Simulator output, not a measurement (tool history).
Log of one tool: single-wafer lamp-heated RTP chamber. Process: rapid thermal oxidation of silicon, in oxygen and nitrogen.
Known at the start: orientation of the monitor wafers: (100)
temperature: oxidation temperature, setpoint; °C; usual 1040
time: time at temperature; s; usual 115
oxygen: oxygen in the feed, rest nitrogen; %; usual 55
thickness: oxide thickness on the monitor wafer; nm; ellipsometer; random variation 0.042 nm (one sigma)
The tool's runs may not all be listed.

run,hour,temperature,time,oxygen,"read-back reference wafer on the same gauge, thickness",thickness
1,0,1040,150,55,8.124,10.2
2,78.6,1040,150,55,8.127,10.175
3,143.1,1040,150,55,8.122,10.15
4,211.4,1050,115,63,8.123,10.191
5,260.4,1040,73,55,8.126,7.375
6,344.9,1040,73,55,8.123,7.361
# hour 429.3: oxygen flow controller replaced
7,437.1,1040,147,55,8.124,10.148
# hour 457.7: pyrometer window cleaned and pyrometer calibrated
8,536.9,1040,150,55,8.122,10.217
# hour 544.9: gauge calibrated
9,586.4,1048,115,55,8.118,9.549
10,793.7,1040,77,55,8.126,7.596
11,890.8,1028,133,45,8.119,8.226
12,967.3,1014,115,40,8.115,6.715
# hour 1044.8: pyrometer window cleaned and pyrometer calibrated
13,1048.5,1026,130,69,8.118,9.373
14,1087.1,1040,96,55,8.12,8.386

3 ways to go on from here, each from the tool as it stands after run 14. What would each give?
A,1087.5,1057,115,55,?,?
B,1087.5,1061,115,46,?,?
C,1087.5,1031,160,55,?,?

run,"read-back reference wafer on the same gauge, thickness",thickness
A,8.119,10.083
B,8.119,9.714
C,8.119,9.798
Without the tool's hidden state the same runs would have given:
run,thickness
A,10.083
B,9.714
C,9.798
